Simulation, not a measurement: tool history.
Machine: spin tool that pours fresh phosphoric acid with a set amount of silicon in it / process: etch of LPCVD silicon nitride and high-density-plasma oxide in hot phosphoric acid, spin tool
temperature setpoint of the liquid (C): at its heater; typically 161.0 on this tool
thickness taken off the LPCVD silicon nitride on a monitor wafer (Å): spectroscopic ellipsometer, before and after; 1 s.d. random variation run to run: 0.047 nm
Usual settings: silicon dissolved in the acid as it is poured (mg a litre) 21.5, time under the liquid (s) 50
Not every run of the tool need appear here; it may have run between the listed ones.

run,day,temperature setpoint of the liquid (C),silicon dissolved in the acid as it is poured (mg a litre),time under the liquid (s),"read-back film thickness of the LPCVD silicon nitride reference wafer, read on the same gauge (nm)",thickness taken off the LPCVD silicon nitride on a monitor wafer (Å)
1,0.000,161.0,21.5,50,150.005,51.78
2,0.692,161.0,21.5,50,149.996,50.47
# day 0.850: dissolved silicon flow meter replaced
3,1.196,161.0,21.5,50,150.007,51.49
4,1.783,158.5,38.0,50,149.997,46.33
# day 5.421: thermometer replaced
5,5.758,161.0,21.5,50,150.010,47.14
6,6.833,161.0,21.5,65,150.008,62.17
7,7.350,159.5,35.0,75,150.011,67.89
8,8.067,161.0,21.5,50,150.004,47.45
9,9.033,161.0,21.5,50,149.996,47.34
10,10.358,161.0,21.5,50,149.996,47.98
11,11.350,163.0,21.5,65,149.991,65.55
# day 11.912: gauge calibrated
12,12.729,161.0,21.5,50,149.990,47.49
13,13.721,161.0,32.5,50,150.003,47.89
14,14.908,158.5,38.0,50,150.017,42.78
15,16.392,160.0,28.5,30,149.995,27.67
16,17.517,161.0,6.0,50,149.994,47.26
17,18.442,160.0,12.5,75,149.993,68.90
18,22.804,161.0,21.5,50,149.990,46.80
19,23.388,162.0,33.5,70,150.002,69.18
20,24.612,163.0,10.0,50,149.990,50.75
21,25.158,161.0,29.5,50,150.011,46.90
22,27.438,164.0,21.5,50,150.002,52.88

Forecast each of these 3 alternatives for the next run:
A,27.454,162.0,21.5,50,?,?
B,27.454,162.0,21.5,75,?,?
C,27.454,163.5,34.0,60,?,?

run,"read-back film thickness of the LPCVD silicon nitride reference wafer, read on the same gauge (nm)",thickness taken off the LPCVD silicon nitride on a monitor wafer (Å)
A,150.003,49.15
B,150.003,73.73
C,150.003,62.00
Stripped of hidden state, with their random variation kept, the same runs would have yielded:
run,thickness taken off the LPCVD silicon nitride on a monitor wafer (Å)
A,49.29
B,73.93
C,62.16
